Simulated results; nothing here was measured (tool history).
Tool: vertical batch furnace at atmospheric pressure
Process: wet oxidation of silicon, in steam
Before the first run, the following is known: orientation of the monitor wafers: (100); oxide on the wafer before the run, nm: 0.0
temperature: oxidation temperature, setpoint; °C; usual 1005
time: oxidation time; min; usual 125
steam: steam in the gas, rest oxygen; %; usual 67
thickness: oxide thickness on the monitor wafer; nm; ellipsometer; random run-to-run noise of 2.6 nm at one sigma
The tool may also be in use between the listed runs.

run,day,temperature,time,steam,wafers since the last listed run,hours since the last temperature calibration,hours since the steam generator was serviced,hours since the gauge calibration,"read-back reference wafer on the same gauge, thickness",thickness
1,0,1005,125,67,0,2416.1,2540.3,661.8,608.23,593.39
2,0.962,1005,125,67,242,2439.2,2563.4,684.9,608.35,589.76
# day 1.554: gauge calibrated
3,1.804,1013,125,67,212,2459.4,2583.6,6,589.99,604.78
4,2.783,1020,125,67,246,2482.9,2607.1,29.5,589.31,629.29
5,3.288,1005,125,67,127,2495,2619.2,41.6,589.66,578.57
6,4.208,1005,125,67,232,2517.1,2641.3,63.7,590.34,576.64
7,5.667,1005,125,67,367,2552.1,2676.3,98.7,591.04,574.28
8,7.129,1005,125,67,368,2587.2,2711.4,133.8,591.52,571.76
9,7.712,1005,125,76,147,2601.2,2725.4,147.8,591.71,626.01
10,8.717,1005,125,67,253,2625.3,2749.5,171.9,592.73,575.99
11,9.517,1005,96.5,67,201,2644.5,2768.7,191.1,592.79,488.82
12,10.442,1005,96.5,67,233,2666.7,2790.9,213.3,594.27,484.71
13,11.8,1005,96.5,67,342,2699.3,2823.5,245.9,594.71,489.38
14,12.929,1005,125,67,284,2726.4,2850.6,273,596.49,573.75
15,14.196,1005,125,67,319,2756.8,2881,303.4,596.17,577.91
16,15.208,1005,125,60,255,2781.1,2905.3,327.7,596.43,540.52
17,16.55,1005,125,60,338,2813.3,2937.5,359.9,597.04,544.69
18,17.788,1005,125,60,311,2843,2967.2,389.6,599.22,542.34
# day 19.321: thermocouples replaced and temperature profile calibrated
19,19.342,1005,125,67,139,0.5,3004.5,426.9,599.27,581.48
20,20.133,1005,180.5,75,199,19.5,3023.5,445.9,599.05,794.79
# day 21.192: steam generator serviced
21,21.212,982,175.5,67,19,45.4,0.5,471.8,599.86,627.42
22,21.575,981,156,71,91,54.1,9.2,480.5,599.95,599.08
23,22.604,1005,125,67,259,78.8,33.9,505.2,600.24,585.13
24,25.371,1005,125,55,697,145.2,100.3,571.6,601.66,520.81
25,26.846,1005,125,67,371,180.6,135.7,607,602.16,587.44
26,27.9,993,125,58,265,205.9,161,632.3,603.43,493.36
27,28.646,985,165.5,67,188,223.8,178.9,650.2,604.42,621.8
28,29.846,1005,96.5,56,302,252.6,207.7,679,604.72,439.81
# day 30.467: gauge calibrated
29,31.075,1005,68.5,60,309,282.1,237.2,14.6,587.23,350.81
30,32.546,1022,125,73,370,317.4,272.5,49.9,587.12,670.95
31,33.483,1025,125,57,236,339.9,295,72.4,587.77,585.96
32,34.392,1005,125,74,228,361.7,316.8,94.2,587.65,610.77
33,34.983,1005,156.5,73,149,375.9,331,108.4,589.43,700.97
34,35.888,1005,125,67,227,397.6,352.7,130.1,589.49,579.25
35,37.075,985,125,58,299,426.1,381.2,158.6,590.21,453.53
36,38.104,983,156,62,259,450.8,405.9,183.3,591.07,547.1
37,39.333,999,102.5,67,309,480.3,435.4,212.8,590.98,487.25
38,39.854,1030,185,60,131,492.8,447.9,225.3,590.24,789.14
39,41.3,1005,125,67,364,527.5,482.6,260,593.5,577.89

Hidden condition of the tool, last listed run before each entry between runs versus first listed run after:
Between runs 2 and 3: gauge calibrated (day 1.554)
  gauge reads high (%): 3.31 -> 0.0083
  measured result minus the result with no hidden state, thickness: +18.9 -> +0.05 nm
Between runs 18 and 19: thermocouples replaced and temperature profile calibrated (day 19.321)
  gauge reads high (%): 1.54 -> 1.69
  measured result minus the result with no hidden state, thickness: +8.24 -> +9.67 nm
Between runs 20 and 21: steam generator serviced (day 21.192)
  gauge reads high (%): 1.77 -> 1.87
  measured result minus the result with no hidden state, thickness: +13.81 -> +11.53 nm
Between runs 28 and 29: gauge calibrated (day 30.467)
  gauge reads high (%): 2.7 -> -0.406
  measured result minus the result with no hidden state, thickness: +11.56 -> -1.43 nm
